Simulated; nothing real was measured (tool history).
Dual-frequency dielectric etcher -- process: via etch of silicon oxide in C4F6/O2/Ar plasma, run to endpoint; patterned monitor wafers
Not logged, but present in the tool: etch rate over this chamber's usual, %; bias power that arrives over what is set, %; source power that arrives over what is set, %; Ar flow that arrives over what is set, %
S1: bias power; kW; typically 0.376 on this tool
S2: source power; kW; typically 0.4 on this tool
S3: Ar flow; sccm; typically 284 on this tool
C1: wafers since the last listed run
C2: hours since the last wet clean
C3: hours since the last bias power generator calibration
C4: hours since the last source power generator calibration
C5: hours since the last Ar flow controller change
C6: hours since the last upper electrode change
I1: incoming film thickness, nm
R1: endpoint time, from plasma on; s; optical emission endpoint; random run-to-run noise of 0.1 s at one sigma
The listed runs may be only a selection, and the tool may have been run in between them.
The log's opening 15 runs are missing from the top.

-- day=30.804 source power generator calibrated
run 16 day=30.825 | S1=0.445 S2=0.4 S3=229 | C1=731 C2=226.3 C3=237.5 C4=0.5 C5=170.5 C6=2209.1 | I1=104.5 | R1=24
run 17 day=33.604 | S1=0.376 S2=0.4 S3=284 | C1=1029 C2=293 C3=304.2 C4=67.2 C5=237.2 C6=2275.8 | I1=103.5 | R1=25.8
-- day=37.646 upper electrode replaced
run 18 day=39.471 | S1=0.453 S2=0.4 S3=284 | C1=1803 C2=433.8 C3=445 C4=208 C5=378 C6=43.8 | I1=103.4 | R1=24.6
run 19 day=42.367 | S1=0.376 S2=0.4 S3=284 | C1=1073 C2=503.3 C3=514.5 C4=277.5 C5=447.5 C6=113.3 | I1=103.3 | R1=26
run 20 day=44.579 | S1=0.376 S2=0.4 S3=215 | C1=819 C2=556.4 C3=567.6 C4=330.6 C5=500.6 C6=166.4 | I1=103.4 | R1=25.2
run 21 day=47.204 | S1=0.448 S2=0.4 S3=342 | C1=972 C2=619.4 C3=630.6 C4=393.6 C5=563.6 C6=229.4 | I1=104.5 | R1=25.6
run 22 day=49.492 | S1=0.304 S2=0.43 S3=341 | C1=847 C2=674.3 C3=685.5 C4=448.5 C5=618.5 C6=284.3 | I1=102 | R1=27.5
-- day=51.471 wet clean of the chamber
run 23 day=51.492 | S1=0.376 S2=0.4 S3=335 | C1=370 C2=0.5 C3=733.5 C4=496.5 C5=666.5 C6=332.3 | I1=103.1 | R1=26.1
run 24 day=52.792 | S1=0.376 S2=0.4 S3=284 | C1=481 C2=31.7 C3=764.7 C4=527.7 C5=697.7 C6=363.5 | I1=102.9 | R1=25.6
run 25 day=53.967 | S1=0.376 S2=0.47 S3=284 | C1=435 C2=59.9 C3=792.9 C4=555.9 C5=725.9 C6=391.7 | I1=103 | R1=24
run 26 day=56.175 | S1=0.286 S2=0.34 S3=265 | C1=818 C2=112.9 C3=845.9 C4=608.9 C5=778.9 C6=444.7 | I1=104.2 | R1=29.5
run 27 day=58.65 | S1=0.298 S2=0.35 S3=309 | C1=917 C2=172.3 C3=905.3 C4=668.3 C5=838.3 C6=504.1 | I1=103 | R1=29.3
run 28 day=61.617 | S1=0.376 S2=0.4 S3=284 | C1=1099 C2=243.5 C3=976.5 C4=739.5 C5=909.5 C6=575.3 | I1=103.7 | R1=25.9
run 29 day=64.467 | S1=0.454 S2=0.44 S3=235 | C1=1056 C2=311.9 C3=1044.9 C4=807.9 C5=977.9 C6=643.7 | I1=104 | R1=23.1
run 30 day=65.612 | S1=0.376 S2=0.32 S3=243 | C1=424 C2=339.4 C3=1072.4 C4=835.4 C5=1005.4 C6=671.2 | I1=104.9 | R1=27.9

Forecast each of these 3 alternatives for the next run:
run A day=65.629 | S1=0.376 S2=0.4 S3=284 | C1=6 C2=339.8 C3=1072.8 C4=835.8 C5=1005.8 C6=671.6 | I1=103.4 | R1=?
run B day=65.629 | S1=0.35 S2=0.4 S3=284 | C1=6 C2=339.8 C3=1072.8 C4=835.8 C5=1005.8 C6=671.6 | I1=103.4 | R1=?
run C day=65.629 | S1=0.376 S2=0.34 S3=284 | C1=6 C2=339.8 C3=1072.8 C4=835.8 C5=1005.8 C6=671.6 | I1=103.4 | R1=?

run=A R1=26
run=B R1=26.6
run=C R1=27.6
With the hidden condition removed and each run's random variation left untouched, the same runs would have given:
run=A R1=25.7
run=B R1=26.2
run=C R1=27.2
